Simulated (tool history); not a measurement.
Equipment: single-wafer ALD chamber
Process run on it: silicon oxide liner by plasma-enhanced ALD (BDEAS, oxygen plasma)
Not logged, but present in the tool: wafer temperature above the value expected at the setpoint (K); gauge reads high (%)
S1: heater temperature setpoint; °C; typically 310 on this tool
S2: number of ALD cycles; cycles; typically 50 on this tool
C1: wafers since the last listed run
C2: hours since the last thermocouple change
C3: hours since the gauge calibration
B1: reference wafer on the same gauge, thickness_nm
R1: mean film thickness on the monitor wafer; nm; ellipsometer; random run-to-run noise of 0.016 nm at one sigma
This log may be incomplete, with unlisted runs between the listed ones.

Run 1, hour 0.0: usual settings but S1 314 °C; C1 0; C2 1293.3; C3 124.4; B1 4.218. Result: R1 4.870 nm.
Run 2, hour 8.0: usual settings but S1 314 °C; C1 45; C2 1301.3; C3 132.4; B1 4.223. Result: R1 4.874 nm.
Run 3, hour 17.6: usual settings; C1 54; C2 1310.9; C3 142.0; B1 4.220. Result: R1 4.876 nm.
Run 4, hour 30.5: usual settings but S1 317 °C; C1 73; C2 1323.8; C3 154.9; B1 4.220. Result: R1 4.859 nm.
Run 5, hour 48.0: usual settings but S1 317 °C; C1 99; C2 1341.3; C3 172.4; B1 4.220. Result: R1 4.887 nm.
Run 6, hour 60.0: usual settings but S1 317 °C; C1 68; C2 1353.3; C3 184.4; B1 4.223. Result: R1 4.850 nm.
Run 7, hour 97.5: usual settings; C1 214; C2 1390.8; C3 221.9; B1 4.217. Result: R1 4.907 nm.
Run 8, hour 111.8: usual settings; C1 81; C2 1405.1; C3 236.2; B1 4.217. Result: R1 4.891 nm.
At hour 121.8: gauge calibrated.
Run 9, hour 124.8: usual settings; C1 74; C2 1418.1; C3 3.0; B1 4.222. Result: R1 4.927 nm.
Run 10, hour 138.3: usual settings; C1 77; C2 1431.6; C3 16.5; B1 4.221. Result: R1 4.897 nm.
Run 11, hour 149.1: usual settings; C1 61; C2 1442.4; C3 27.3; B1 4.221. Result: R1 4.902 nm.
Run 12, hour 157.3: usual settings; C1 46; C2 1450.6; C3 35.5; B1 4.219. Result: R1 4.898 nm.
At hour 172.9: thermocouple changed; heater temperature recalibrated.
Run 13, hour 173.4: usual settings; C1 46; C2 0.5; C3 51.6; B1 4.224. Result: R1 4.924 nm.
Run 14, hour 178.0: usual settings; C1 26; C2 5.1; C3 56.2; B1 4.221. Result: R1 4.914 nm.
Run 15, hour 189.7: usual settings; C1 66; C2 16.8; C3 67.9; B1 4.220. Result: R1 4.892 nm.
Run 16, hour 206.3: usual settings; C1 94; C2 33.4; C3 84.5; B1 4.220. Result: R1 4.876 nm.
Run 17, hour 217.9: usual settings; C1 66; C2 45.0; C3 96.1; B1 4.222. Result: R1 4.912 nm.
Run 18, hour 224.8: usual settings but S1 300 °C; C1 39; C2 51.9; C3 103.0; B1 4.216. Result: R1 4.942 nm.
Run 19, hour 242.5: usual settings but S1 305 °C, S2 57 cycles; C1 101; C2 69.6; C3 120.7; B1 4.223. Result: R1 5.630 nm.
Run 20, hour 257.3: usual settings but S1 300 °C, S2 56 cycles; C1 84; C2 84.4; C3 135.5; B1 4.221. Result: R1 5.577 nm.
Run 21, hour 271.6: usual settings but S1 316 °C, S2 53 cycles; C1 81; C2 98.7; C3 149.8; B1 4.223. Result: R1 5.173 nm.
Run 22, hour 279.8: usual settings; C1 46; C2 106.9; C3 158.0; B1 4.216. Result: R1 4.927 nm.
Run 23, hour 295.8: usual settings but S1 320 °C, S2 43 cycles; C1 91; C2 122.9; C3 174.0; B1 4.218. Result: R1 4.166 nm.
Run 24, hour 307.6: usual settings but S1 317 °C, S2 59 cycles; C1 67; C2 134.7; C3 185.8; B1 4.220. Result: R1 5.729 nm.
Run 25, hour 321.8: usual settings but S1 300 °C, S2 47 cycles; C1 81; C2 148.9; C3 200.0; B1 4.221. Result: R1 4.660 nm.
Run 26, hour 338.1: usual settings but S1 301 °C, S2 42 cycles; C1 93; C2 165.2; C3 216.3; B1 4.220. Result: R1 4.180 nm.
At hour 340.4: gauge calibrated.
Run 27, hour 344.5: usual settings but S1 318 °C, S2 47 cycles; C1 36; C2 171.6; C3 4.1; B1 4.217. Result: R1 4.538 nm.
Run 28, hour 356.6: usual settings; C1 69; C2 183.7; C3 16.2; B1 4.220. Result: R1 4.913 nm.
Run 29, hour 363.4: usual settings but S2 55 cycles; C1 38; C2 190.5; C3 23.0; B1 4.220. Result: R1 5.414 nm.
Run 30, hour 380.2: usual settings but S1 323 °C; C1 95; C2 207.3; C3 39.8; B1 4.219. Result: R1 4.820 nm.
Run 31, hour 396.8: usual settings but S1 305 °C, S2 46 cycles; C1 94; C2 223.9; C3 56.4; B1 4.220. Result: R1 4.553 nm.
Run 32, hour 407.1: usual settings; C1 58; C2 234.2; C3 66.7; B1 4.222. Result: R1 4.882 nm.
Run 33, hour 414.4: usual settings but S1 317 °C, S2 53 cycles; C1 41; C2 241.5; C3 74.0; B1 4.220. Result: R1 5.136 nm.
Run 34, hour 430.9: usual settings but S1 295 °C, S2 56 cycles; C1 94; C2 258.0; C3 90.5; B1 4.221. Result: R1 5.612 nm.
Run 35, hour 445.7: usual settings but S1 317 °C, S2 45 cycles; C1 84; C2 272.8; C3 105.3; B1 4.223. Result: R1 4.392 nm.
Run 36, hour 456.5: usual settings; C1 61; C2 283.6; C3 116.1; B1 4.220. Result: R1 4.923 nm.

Here are 5 independent what-if runs from the current tool condition. What would each one return?
Run A, hour 457.0: usual settings but S2 54 cycles; C1 2; C2 284.1; C3 116.6; B1 ?. Result: R1 ?.
Run B, hour 457.0: usual settings but S1 306 °C, S2 60 cycles; C1 2; C2 284.1; C3 116.6; B1 ?. Result: R1 ?.
Run C, hour 457.0: usual settings but S1 315 °C, S2 42 cycles; C1 2; C2 284.1; C3 116.6; B1 ?. Result: R1 ?.
Run D, hour 457.0: usual settings but S2 44 cycles; C1 2; C2 284.1; C3 116.6; B1 ?. Result: R1 ?.
Run E, hour 457.0: usual settings but S2 56 cycles; C1 2; C2 284.1; C3 116.6; B1 ?. Result: R1 ?.

run     B1     R1
  A  4.221  5.299
  B  4.221  5.917
  C  4.221  4.095
  D  4.221  4.317
  E  4.221  5.495
Without the tool's unlogged condition, the same runs would have read:
run     R1
  A  5.299
  B  5.917
  C  4.095
  D  4.317
  E  5.495

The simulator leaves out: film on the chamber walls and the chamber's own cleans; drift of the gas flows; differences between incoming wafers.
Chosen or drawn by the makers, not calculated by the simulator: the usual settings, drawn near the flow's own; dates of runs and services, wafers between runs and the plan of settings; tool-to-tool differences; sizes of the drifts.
